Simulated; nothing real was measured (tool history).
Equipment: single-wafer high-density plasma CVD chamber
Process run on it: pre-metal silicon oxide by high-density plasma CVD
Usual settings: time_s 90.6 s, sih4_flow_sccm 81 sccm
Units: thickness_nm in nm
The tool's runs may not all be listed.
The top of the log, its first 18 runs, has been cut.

run    hour  time_s  sih4_flow_sccm  wafers since the last listed run  hours since the silane flow controller was replaced  hours since the gauge calibration  read-back reference wafer on the same gauge, thickness_nm  thickness_nm
 19   998.5    77.2              81                               761                                               1937.3                             1007.4                                                    819.296       695.884
 20  1025.3    90.6              81                               421                                               1964.1                             1034.2                                                    819.452       806.879
 21  1094.1    90.6              81                              1081                                               2032.9                               1103                                                    819.511       809.055
 22  1140.1    90.6              81                               723                                               2078.9                               1149                                                    821.386       802.696
 23  1181.1    90.6              81                               644                                               2119.9                               1190                                                    820.413       808.105
 24  1237.8    90.6              87                               891                                               2176.6                             1246.7                                                    819.271       869.981
 25  1309.6    83.1              81                              1129                                               2248.4                             1318.5                                                    819.368        746.27
     1323.1  -- gauge calibrated
 26  1368.4    75.3              86                               924                                               2307.2                               45.3                                                    819.557       704.581
 27  1429.3    90.6              81                               957                                               2368.1                              106.2                                                    819.138       800.472
 28    1496    96.2              91                              1048                                               2434.8                              172.9                                                    821.802       963.212
 29  1529.4    90.6              81                               525                                               2468.2                              206.3                                                    819.902       807.781
 30  1575.4    83.9              76                               723                                               2514.2                              252.3                                                    818.733       699.802
 31  1646.1   104.6              86                              1111                                               2584.9                                323                                                    819.239       992.903
 32  1712.6    90.6              76                              1045                                               2651.4                              389.5                                                     820.77       762.653
 33  1767.7    90.6              69                               866                                               2706.5                              444.6                                                    816.802       691.627
     1781.5  -- silane flow controller replaced
 34  1797.5   100.4              93                               342                                                   16                              474.4                                                    818.993      1023.602
 35  1842.9    90.6              97                               713                                                 61.4                              519.8                                                    817.262        961.65

What does the tool deliver on the next run?
 36  1881.6    90.6              81                               608                                                100.1                              558.5                                                          ?             ?

Run 36 produced read-back reference wafer on the same gauge, thickness_nm 819.933, thickness_nm 804.268 nm.
Had the tool carried no hidden state, the very same run would have given thickness_nm 804.268 nm.

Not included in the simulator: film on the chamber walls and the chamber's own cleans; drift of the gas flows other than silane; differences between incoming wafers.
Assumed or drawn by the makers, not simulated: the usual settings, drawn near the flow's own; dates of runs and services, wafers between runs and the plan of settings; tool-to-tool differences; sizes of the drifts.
